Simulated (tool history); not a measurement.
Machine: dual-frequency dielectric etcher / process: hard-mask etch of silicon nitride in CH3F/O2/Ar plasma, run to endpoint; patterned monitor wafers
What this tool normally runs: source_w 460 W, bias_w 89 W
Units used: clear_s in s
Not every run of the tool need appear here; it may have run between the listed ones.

run   hour  source_w  bias_w  wafers since the last listed run  hours since the last wet clean  hours since the last source power generator calibration  hours since the last bias power generator calibration  hours since the last upper electrode change  incoming incoming film thickness, nm  clear_s
  1    0.0       460      89                                 0                            72.7                                                   3084.4                                                 4199.3                                       3419.3                                 33.64     44.7
  2   17.5       460      89                               158                            90.2                                                   3101.9                                                 4216.8                                       3436.8                                 33.48     44.3
  3   46.3       540      89                               261                           119.0                                                   3130.7                                                 4245.6                                       3465.6                                 33.57     41.8
  4   70.2       540      89                               216                           142.9                                                   3154.6                                                 4269.5                                       3489.5                                 33.53     41.7
  5  104.4       510      89                               309                           177.1                                                   3188.8                                                 4303.7                                       3523.7                                 33.44     42.6
  6  189.0       510      89                               766                           261.7                                                   3273.4                                                 4388.3                                       3608.3                                 33.63     42.7
  7  216.6       460      89                               250                           289.3                                                   3301.0                                                 4415.9                                       3635.9                                 33.71     44.1
  8  232.9       490      89                               147                           305.6                                                   3317.3                                                 4432.2                                       3652.2                                 33.55     42.9
  9  258.6       490      89                               232                           331.3                                                   3343.0                                                 4457.9                                       3677.9                                 33.44     42.5
     273.6  -- bias power generator calibrated
 10  275.8       460      89                               119                           348.5                                                   3360.2                                                    2.2                                       3695.1                                 33.42     43.7
 11  299.7       490      89                               216                           372.4                                                   3384.1                                                   26.1                                       3719.0                                 33.47     42.7
 12  346.1       340      97                               420                           418.8                                                   3430.5                                                   72.5                                       3765.4                                 33.58     47.0
     375.4  -- upper electrode replaced
 13  375.9       510     102                                52                           448.6                                                   3460.3                                                  102.3                                          0.5                                 33.48     40.0
     381.3  -- source power generator calibrated
 14  390.6       540      89                                96                           463.3                                                      9.3                                                  117.0                                         15.2                                 33.40     41.2
 15  426.2       370     105                               322                           498.9                                                     44.9                                                  152.6                                         50.8                                 33.15     43.4
     451.2  -- wet clean of the chamber
 16  457.2       360     107                                63                             6.0                                                     75.9                                                  183.6                                         81.8                                 33.41     45.5
 17  520.3       460      89                               571                            69.1                                                    139.0                                                  246.7                                        144.9                                 33.37     44.3
 18  544.2       360     105                               216                            93.0                                                    162.9                                                  270.6                                        168.8                                 33.61     45.6
 19  575.5       460      95                               283                           124.3                                                    194.2                                                  301.9                                        200.1                                 33.48     43.2
 20  599.4       390      89                               216                           148.2                                                    218.1                                                  325.8                                        224.0                                 33.42     46.8

Predict each of these 4 candidate next runs independently; none follows another, all start after run 20:
  A  599.8       560      89                                 3                           148.6                                                    218.5                                                  326.2                                        224.4                                 33.55        ?
  B  599.8       370      73                                 3                           148.6                                                    218.5                                                  326.2                                        224.4                                 33.55        ?
  C  599.8       460      80                                 3                           148.6                                                    218.5                                                  326.2                                        224.4                                 33.55        ?
  D  599.8       360      89                                 3                           148.6                                                    218.5                                                  326.2                                        224.4                                 33.55        ?

run  clear_s
  A     41.5
  B     51.1
  C     46.0
  D     48.2
What these runs would have given with no unlogged condition in the tool:
run  clear_s
  A     41.9
  B     51.5
  C     46.4
  D     48.6
